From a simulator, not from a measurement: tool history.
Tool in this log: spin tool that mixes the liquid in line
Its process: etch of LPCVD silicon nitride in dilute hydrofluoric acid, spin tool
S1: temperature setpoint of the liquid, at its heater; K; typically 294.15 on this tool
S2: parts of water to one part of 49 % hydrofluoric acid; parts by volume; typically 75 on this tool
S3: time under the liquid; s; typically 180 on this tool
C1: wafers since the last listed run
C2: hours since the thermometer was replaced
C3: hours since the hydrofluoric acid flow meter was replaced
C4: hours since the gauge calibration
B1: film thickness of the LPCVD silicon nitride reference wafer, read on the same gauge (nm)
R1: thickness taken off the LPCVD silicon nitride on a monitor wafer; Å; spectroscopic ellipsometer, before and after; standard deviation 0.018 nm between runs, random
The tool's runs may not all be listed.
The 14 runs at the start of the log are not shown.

| run | hour | S1 | S2 | S3 | C1 | C2 | C3 | C4 | B1 | R1 |
|---|---|---|---|---|---|---|---|---|---|---|
| 15 | 673.2 | 298.15 | 105 | 260 | 490 | 447.7 | 129.7 | 1526.6 | 79.994 | 11.98 |
| 16 | 698.0 | 296.15 | 75 | 180 | 237 | 472.5 | 154.5 | 1551.4 | 80.018 | 9.98 |
| 17 | 749.5 | 292.15 | 75 | 250 | 493 | 524.0 | 206.0 | 1602.9 | 80.012 | 10.74 |
| 18 | 790.4 | 294.15 | 115 | 180 | 392 | 564.9 | 246.9 | 1643.8 | 80.004 | 5.97 |
| 19 | 858.2 | 295.65 | 75 | 180 | 649 | 632.7 | 314.7 | 1711.6 | 80.004 | 9.82 |
| 20 | 925.2 | 294.15 | 75 | 130 | 642 | 699.7 | 381.7 | 1778.6 | 79.992 | 6.28 |
|  | 938.3 | gauge calibrated |
| 21 | 960.5 | 294.15 | 75 | 180 | 338 | 735.0 | 417.0 | 22.2 | 80.005 | 8.93 |
| 22 | 1030.2 | 294.15 | 75 | 180 | 668 | 804.7 | 486.7 | 91.9 | 80.006 | 8.98 |
| 23 | 1082.9 | 298.65 | 55 | 130 | 505 | 857.4 | 539.4 | 144.6 | 79.997 | 11.83 |
| 24 | 1126.3 | 294.15 | 75 | 180 | 416 | 900.8 | 582.8 | 188.0 | 80.000 | 8.94 |

Predict the results of run 25:
| 25 | 1191.5 | 294.15 | 105 | 85 | 625 | 966.0 | 648.0 | 253.2 | ? | ? |

{"run 25": {"B1": 80.013, "R1": 3.15}}
Take away the tool's hidden state, keep the run-to-run variation as it was, and the same run would have given R1 2.90 Å.
